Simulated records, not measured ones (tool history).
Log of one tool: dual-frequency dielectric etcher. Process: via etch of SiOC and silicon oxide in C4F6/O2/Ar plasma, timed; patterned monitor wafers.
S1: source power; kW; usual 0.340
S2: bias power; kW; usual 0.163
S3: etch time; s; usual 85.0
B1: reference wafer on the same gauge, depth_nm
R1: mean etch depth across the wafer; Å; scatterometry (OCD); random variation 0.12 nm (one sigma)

{"run": 1, "day": 0.0, "S1": 0.4, "S2": 0.173, "S3": 85.0, "B1": 88.5, "R1": 900}
{"run": 2, "day": 0.504, "S1": 0.4, "S2": 0.173, "S3": 85.0, "B1": 88.6, "R1": 902}
{"run": 3, "day": 1.067, "S1": 0.36, "S2": 0.163, "S3": 85.0, "B1": 88.6, "R1": 840}
{"run": 4, "day": 1.467, "S1": 0.34, "S2": 0.174, "S3": 85.0, "B1": 88.6, "R1": 856}
{"run": 5, "day": 1.771, "S1": 0.34, "S2": 0.163, "S3": 85.0, "B1": 88.6, "R1": 828}
{"run": 6, "day": 2.508, "S1": 0.34, "S2": 0.163, "S3": 85.0, "B1": 88.6, "R1": 829}
{"run": 7, "day": 2.846, "S1": 0.34, "S2": 0.163, "S3": 85.0, "B1": 88.6, "R1": 831}
{"run": 8, "day": 4.104, "S1": 0.34, "S2": 0.163, "S3": 85.0, "B1": 88.6, "R1": 814}
{"run": 9, "day": 4.121, "S1": 0.34, "S2": 0.163, "S3": 70.0, "B1": 88.6, "R1": 673}
{"run": 10, "day": 4.729, "S1": 0.31, "S2": 0.197, "S3": 69.5, "B1": 88.6, "R1": 710}
{"run": 11, "day": 5.375, "S1": 0.28, "S2": 0.141, "S3": 109.0, "B1": 88.6, "R1": 911}
{"run": 12, "day": 5.712, "S1": 0.34, "S2": 0.163, "S3": 63.5, "B1": 88.6, "R1": 609}
{"run": 13, "day": 5.988, "S1": 0.34, "S2": 0.198, "S3": 96.0, "B1": 88.7, "R1": 1017}
{"run": 14, "day": 6.7, "S1": 0.34, "S2": 0.163, "S3": 85.0, "B1": 88.6, "R1": 820}
{"run": 15, "day": 6.992, "S1": 0.34, "S2": 0.163, "S3": 85.0, "B1": 88.6, "R1": 816}
{"run": 16, "day": 7.533, "S1": 0.37, "S2": 0.163, "S3": 85.0, "B1": 88.6, "R1": 841}

Not shown: 5 entries that the log had between the listed runs. Between which runs, and how does the tool's hidden state differ before and after?
Between runs 7 and 8: gauge calibrated (day 3.350); source power generator calibrated (day 3.879); upper electrode replaced (day 3.929); wet clean of the chamber (day 4.004); bias power generator calibrated (day 4.083)
  etch rate over this chamber's usual, %: 1.82 -> 0.0711
  measured less the result without the state, R1: +15 -> +1 Å

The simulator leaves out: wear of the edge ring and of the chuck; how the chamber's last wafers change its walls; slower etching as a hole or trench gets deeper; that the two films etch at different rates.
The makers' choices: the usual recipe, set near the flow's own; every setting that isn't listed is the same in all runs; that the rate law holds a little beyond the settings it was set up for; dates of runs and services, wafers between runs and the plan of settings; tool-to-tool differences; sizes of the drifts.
